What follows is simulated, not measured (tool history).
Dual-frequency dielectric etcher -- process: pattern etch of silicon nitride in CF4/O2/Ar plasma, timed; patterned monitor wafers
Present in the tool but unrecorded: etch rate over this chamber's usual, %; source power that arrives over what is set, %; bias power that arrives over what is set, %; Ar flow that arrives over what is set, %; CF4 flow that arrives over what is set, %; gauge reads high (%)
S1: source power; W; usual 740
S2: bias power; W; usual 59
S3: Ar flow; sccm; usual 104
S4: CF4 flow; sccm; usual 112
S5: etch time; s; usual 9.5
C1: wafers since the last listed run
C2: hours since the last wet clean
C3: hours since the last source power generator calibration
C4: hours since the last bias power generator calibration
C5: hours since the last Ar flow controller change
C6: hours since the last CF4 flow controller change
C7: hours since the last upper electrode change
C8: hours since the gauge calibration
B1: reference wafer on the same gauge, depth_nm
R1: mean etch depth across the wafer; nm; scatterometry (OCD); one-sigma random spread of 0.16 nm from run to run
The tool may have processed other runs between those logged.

run,hour,S1,S2,S3,S4,S5,C1,C2,C3,C4,C5,C6,C7,C8,B1,R1
1,0.0,740,59,104,90,9.5,0,433.8,1209.1,2181.3,1763.1,5755.0,2721.3,266.6,21.91,25.89
2,47.5,740,59,104,90,9.5,1045,481.3,1256.6,2228.8,1810.6,5802.5,2768.8,314.1,21.90,25.90
3,109.4,740,59,104,112,9.5,1362,543.2,1318.5,2290.7,1872.5,5864.4,2830.7,376.0,21.89,26.76
4,134.7,740,59,104,112,9.5,556,568.5,1343.8,2316.0,1897.8,5889.7,2856.0,401.3,21.89,26.66
# hour 196.0: wet clean of the chamber
5,256.7,740,59,104,112,9.5,2156,60.7,1465.8,2438.0,2019.8,6011.7,2978.0,523.3,21.90,26.34
6,287.6,740,59,104,112,9.5,680,91.6,1496.7,2468.9,2050.7,6042.6,3008.9,554.2,21.90,26.56
7,357.1,740,59,104,112,9.5,1529,161.1,1566.2,2538.4,2120.2,6112.1,3078.4,623.7,21.87,26.63
# hour 394.9: CF4 flow controller replaced
8,416.6,740,59,104,112,11.0,1177,220.6,1625.7,2597.9,2179.7,21.7,3137.9,683.2,21.87,30.67
# hour 438.9: gauge calibrated
# hour 469.9: upper electrode replaced
9,485.4,740,59,104,112,11.0,985,289.4,1694.5,2666.7,2248.5,90.5,15.5,46.5,21.92,31.16
10,529.6,740,54,104,112,9.5,972,333.6,1738.7,2710.9,2292.7,134.7,59.7,90.7,21.90,25.69
11,589.6,740,59,104,112,9.5,1320,393.6,1798.7,2770.9,2352.7,194.7,119.7,150.7,21.94,26.48

Run 12, settings as shown, results not yet in. Your forecast:
12,647.7,740,59,115,112,9.5,1278,451.7,1856.8,2829.0,2410.8,252.8,177.8,208.8,?,?

B1: 21.88
R1: 26.23 nm
The same run, on a tool lacking any hidden state, would have yielded R1 26.23 nm.
